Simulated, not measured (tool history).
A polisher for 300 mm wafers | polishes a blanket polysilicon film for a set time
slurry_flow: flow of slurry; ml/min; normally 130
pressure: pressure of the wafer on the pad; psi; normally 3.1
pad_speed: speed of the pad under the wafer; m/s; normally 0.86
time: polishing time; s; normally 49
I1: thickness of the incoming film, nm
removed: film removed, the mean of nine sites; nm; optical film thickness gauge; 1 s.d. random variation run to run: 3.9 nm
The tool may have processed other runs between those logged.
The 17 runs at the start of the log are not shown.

{"run": 18, "hour": 490.9, "slurry_flow": 150, "pressure": 3.1, "pad_speed": 0.86, "time": 49, "I1": 1081.4, "removed": 426}
{"run": 19, "hour": 523.5, "slurry_flow": 130, "pressure": 3.1, "pad_speed": 0.86, "time": 49, "I1": 1092.4, "removed": 422.5}
{"run": 20, "hour": 540.0, "slurry_flow": 130, "pressure": 3.8, "pad_speed": 0.86, "time": 49, "I1": 1089, "removed": 497.8}
{"run": 21, "hour": 567.4, "slurry_flow": 130, "pressure": 3.1, "pad_speed": 0.86, "time": 49, "I1": 1099.3, "removed": 400.4}
{"run": 22, "hour": 587.5, "slurry_flow": 100, "pressure": 2.1, "pad_speed": 0.86, "time": 49, "I1": 1090.3, "removed": 260.8}
{"run": 23, "hour": 610.2, "slurry_flow": 85, "pressure": 2.7, "pad_speed": 0.72, "time": 62, "I1": 1076, "removed": 358.5}
{"hour": 625.9, "done": "slurry nozzle cleaned"}
{"hour": 633.7, "done": "worn pad replaced by a new one"}
{"run": 24, "hour": 634.2, "slurry_flow": 150, "pressure": 4, "pad_speed": 0.98, "time": 58, "I1": 1089.3, "removed": 715.9}
{"hour": 648.1, "done": "head pressure recalibrated"}
{"run": 25, "hour": 648.6, "slurry_flow": 130, "pressure": 3.7, "pad_speed": 0.86, "time": 49, "I1": 1069.2, "removed": 507.8}
{"run": 26, "hour": 677.2, "slurry_flow": 130, "pressure": 3.1, "pad_speed": 0.86, "time": 49, "I1": 1085.5, "removed": 422.3}
{"run": 27, "hour": 710.5, "slurry_flow": 155, "pressure": 3.8, "pad_speed": 0.6, "time": 49, "I1": 1076.3, "removed": 416.3}
{"run": 28, "hour": 728.8, "slurry_flow": 130, "pressure": 2.5, "pad_speed": 0.6, "time": 49, "I1": 1074.8, "removed": 271.7}
{"hour": 809.2, "done": "worn pad replaced by a new one"}
{"run": 29, "hour": 809.7, "slurry_flow": 130, "pressure": 3.1, "pad_speed": 0.98, "time": 42, "I1": 1079.2, "removed": 397.1}
{"run": 30, "hour": 822.6, "slurry_flow": 90, "pressure": 4, "pad_speed": 0.72, "time": 40, "I1": 1070.6, "removed": 378.5}
{"run": 31, "hour": 842.4, "slurry_flow": 130, "pressure": 3.1, "pad_speed": 1.16, "time": 62, "I1": 1066.8, "removed": 640}
{"run": 32, "hour": 874.8, "slurry_flow": 130, "pressure": 3.1, "pad_speed": 1.14, "time": 49, "I1": 1074.5, "removed": 498}
{"run": 33, "hour": 888.2, "slurry_flow": 130, "pressure": 2.6, "pad_speed": 0.86, "time": 49, "I1": 1095.1, "removed": 342.4}
{"run": 34, "hour": 914.3, "slurry_flow": 130, "pressure": 3.1, "pad_speed": 0.86, "time": 49, "I1": 1085.7, "removed": 409.1}
{"run": 35, "hour": 943.9, "slurry_flow": 130, "pressure": 3.7, "pad_speed": 1.06, "time": 49, "I1": 1063.8, "removed": 555.6}
{"run": 36, "hour": 962.6, "slurry_flow": 130, "pressure": 3.1, "pad_speed": 1.08, "time": 49, "I1": 1082.9, "removed": 458.6}

Here are 5 independent what-if runs from the current tool condition. What would each one return?
{"run": "A", "hour": 963.0, "slurry_flow": 130, "pressure": 2.3, "pad_speed": 0.86, "time": 49, "I1": 1084.9, "removed": "?"}
{"run": "B", "hour": 963.0, "slurry_flow": 95, "pressure": 2.4, "pad_speed": 0.64, "time": 38, "I1": 1084.9, "removed": "?"}
{"run": "C", "hour": 963.0, "slurry_flow": 165, "pressure": 3.1, "pad_speed": 0.86, "time": 60, "I1": 1084.9, "removed": "?"}
{"run": "D", "hour": 963.0, "slurry_flow": 115, "pressure": 3.1, "pad_speed": 0.6, "time": 49, "I1": 1084.9, "removed": "?"}
{"run": "E", "hour": 963.0, "slurry_flow": 110, "pressure": 2.2, "pad_speed": 0.64, "time": 49, "I1": 1084.9, "removed": "?"}

run=A removed=294.4
run=B removed=191.4
run=C removed=503
run=D removed=318.6
run=E removed=232.1
Had the tool no hidden state, the same runs would have come out as:
run=A removed=323.1
run=B removed=210.1
run=C removed=552
run=D removed=349.6
run=E removed=254.7
